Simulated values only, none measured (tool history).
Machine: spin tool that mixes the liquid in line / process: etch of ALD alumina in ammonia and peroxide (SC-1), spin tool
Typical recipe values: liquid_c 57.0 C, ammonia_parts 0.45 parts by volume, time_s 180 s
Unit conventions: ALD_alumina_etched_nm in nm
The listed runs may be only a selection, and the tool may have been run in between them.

| run | hour | liquid_c | ammonia_parts | time_s | wafers since the last listed run | hours since the thermometer was replaced | hours since the ammonia flow meter was replaced | hours since the heated supply line was repaired | hours since the drum of ammonia solution was connected | hours since the gauge calibration | read-back film thickness of the ALD alumina reference wafer, read on the same gauge (nm) | ALD_alumina_etched_nm |
|---|---|---|---|---|---|---|---|---|---|---|---|---|
| 1 | 0.0 | 57.0 | 0.45 | 180 | 0 | 433.1 | 1111.9 | 2839.0 | 90.6 | 99.9 | 129.97 | 15.22 |
| 2 | 11.1 | 57.0 | 0.45 | 180 | 84 | 444.2 | 1123.0 | 2850.1 | 101.7 | 111.0 | 129.98 | 15.32 |
| 3 | 17.6 | 52.5 | 0.45 | 180 | 49 | 450.7 | 1129.5 | 2856.6 | 108.2 | 117.5 | 129.99 | 12.14 |
| 4 | 26.2 | 52.5 | 0.45 | 180 | 65 | 459.3 | 1138.1 | 2865.2 | 116.8 | 126.1 | 130.04 | 12.22 |
| 5 | 38.2 | 52.5 | 0.45 | 180 | 91 | 471.3 | 1150.1 | 2877.2 | 128.8 | 138.1 | 129.97 | 12.24 |
| 6 | 45.4 | 57.0 | 0.45 | 180 | 55 | 478.5 | 1157.3 | 2884.4 | 136.0 | 145.3 | 130.01 | 15.34 |
| 7 | 69.4 | 57.0 | 0.45 | 180 | 183 | 502.5 | 1181.3 | 2908.4 | 160.0 | 169.3 | 130.01 | 15.70 |
| 8 | 77.8 | 57.0 | 0.45 | 180 | 64 | 510.9 | 1189.7 | 2916.8 | 168.4 | 177.7 | 130.00 | 15.44 |
|  | 86.5 | gauge calibrated |
|  | 87.3 | heated supply line repaired |
| 9 | 91.4 | 57.0 | 0.45 | 180 | 96 | 524.5 | 1203.3 | 4.1 | 182.0 | 4.9 | 129.97 | 15.62 |
| 10 | 105.6 | 48.5 | 0.60 | 270 | 108 | 538.7 | 1217.5 | 18.3 | 196.2 | 19.1 | 130.03 | 15.24 |
|  | 120.3 | ammonia flow meter replaced |
| 11 | 122.4 | 57.0 | 0.45 | 180 | 120 | 555.5 | 2.1 | 35.1 | 213.0 | 35.9 | 129.97 | 15.65 |
|  | 136.9 | new drum of ammonia solution connected |
| 12 | 138.3 | 50.5 | 0.40 | 270 | 114 | 571.4 | 18.0 | 51.0 | 1.4 | 51.8 | 129.98 | 16.55 |
| 13 | 155.5 | 66.0 | 0.35 | 135 | 131 | 588.6 | 35.2 | 68.2 | 18.6 | 69.0 | 129.99 | 18.25 |
| 14 | 173.0 | 65.5 | 0.55 | 215 | 133 | 606.1 | 52.7 | 85.7 | 36.1 | 86.5 | 129.96 | 29.47 |
|  | 177.4 | thermometer replaced |
| 15 | 183.1 | 49.5 | 0.45 | 250 | 69 | 5.7 | 62.8 | 95.8 | 46.2 | 96.6 | 129.98 | 13.02 |
| 16 | 199.4 | 53.0 | 0.40 | 180 | 124 | 22.0 | 79.1 | 112.1 | 62.5 | 112.9 | 130.00 | 11.45 |
| 17 | 213.8 | 54.0 | 0.30 | 125 | 110 | 36.4 | 93.5 | 126.5 | 76.9 | 127.3 | 129.98 | 8.13 |
| 18 | 225.1 | 57.0 | 0.45 | 230 | 86 | 47.7 | 104.8 | 137.8 | 88.2 | 138.6 | 129.97 | 18.32 |
| 19 | 237.6 | 57.0 | 0.45 | 180 | 95 | 60.2 | 117.3 | 150.3 | 100.7 | 151.1 | 130.01 | 14.24 |

State the hidden condition of the tool at each of the runs:
ammonia flow above the setpoint (%): 0 at every run
temperature lost on the way to the wafer (K): 0 at every run
ammonia solution weaker than its label (%): 0 at every run
gauge reads high (%): 0 at every run
H1: liquid hotter than its thermometer reads (K)
| run | H1 |
|---|---|
| 1 | 1.6 |
| 2 | 1.64 |
| 3 | 1.66 |
| 4 | 1.69 |
| 5 | 1.74 |
| 6 | 1.76 |
| 7 | 1.85 |
| 8 | 1.88 |
| 9 | 1.93 |
| 10 | 1.98 |
| 11 | 2.05 |
| 12 | 2.11 |
| 13 | 2.17 |
| 14 | 2.23 |
| 15 | 0.127 |
| 16 | 0.187 |
| 17 | 0.24 |
| 18 | 0.282 |
| 19 | 0.328 |
